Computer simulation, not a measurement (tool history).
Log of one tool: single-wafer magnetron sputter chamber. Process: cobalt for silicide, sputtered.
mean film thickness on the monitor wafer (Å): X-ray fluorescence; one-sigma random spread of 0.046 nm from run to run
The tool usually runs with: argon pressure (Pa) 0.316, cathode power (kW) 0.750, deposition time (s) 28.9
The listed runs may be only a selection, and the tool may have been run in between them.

run	day	argon pressure (Pa)	cathode power (kW)	deposition time (s)	read-back reference wafer on the same gauge, thickness_nm	mean film thickness on the monitor wafer (Å)
1	0.000	0.316	0.750	28.9	9.400	102.10
2	2.462	0.410	0.750	28.9	9.413	99.36
3	4.433	0.316	0.750	28.9	9.409	101.36
4	5.788	0.316	0.750	28.9	9.402	100.89
5	7.404	0.316	0.750	28.9	9.396	99.81
6	10.317	0.316	0.750	28.9	9.400	99.86
# day 10.967: sputter target and shields replaced
7	12.904	0.316	0.750	28.9	9.390	103.61
8	14.292	0.316	0.750	28.9	9.402	102.81
9	16.992	0.316	0.750	28.9	9.418	101.81
10	19.921	0.316	0.700	30.7	9.397	101.93
11	21.500	0.316	0.700	30.7	9.398	100.65
12	22.950	0.316	0.750	28.9	9.403	100.32
# day 23.979: magnet pack replaced
13	25.383	0.316	0.750	28.9	9.402	99.84
# day 25.821: capacitance manometer re-zeroed and calibrated
# day 26.233: sputter target and shields replaced
14	27.912	0.316	0.750	28.9	9.396	102.81
15	30.658	0.316	0.750	28.9	9.391	102.45
16	31.750	0.316	0.750	28.9	9.391	101.18
17	33.021	0.316	0.750	28.9	9.407	101.14
# day 34.396: gauge calibrated
18	35.512	0.427	0.600	30.8	9.412	86.90
19	37.304	0.242	0.750	28.9	9.394	102.24
20	39.750	0.225	0.700	28.9	9.390	96.62

What will run 21 give?
21	41.725	0.316	0.750	28.9	?	?

read-back reference wafer on the same gauge, thickness_nm: 9.389
mean film thickness on the monitor wafer (Å): 99.65
With no hidden state in the tool, this same run would have given mean film thickness on the monitor wafer (Å) 103.81.
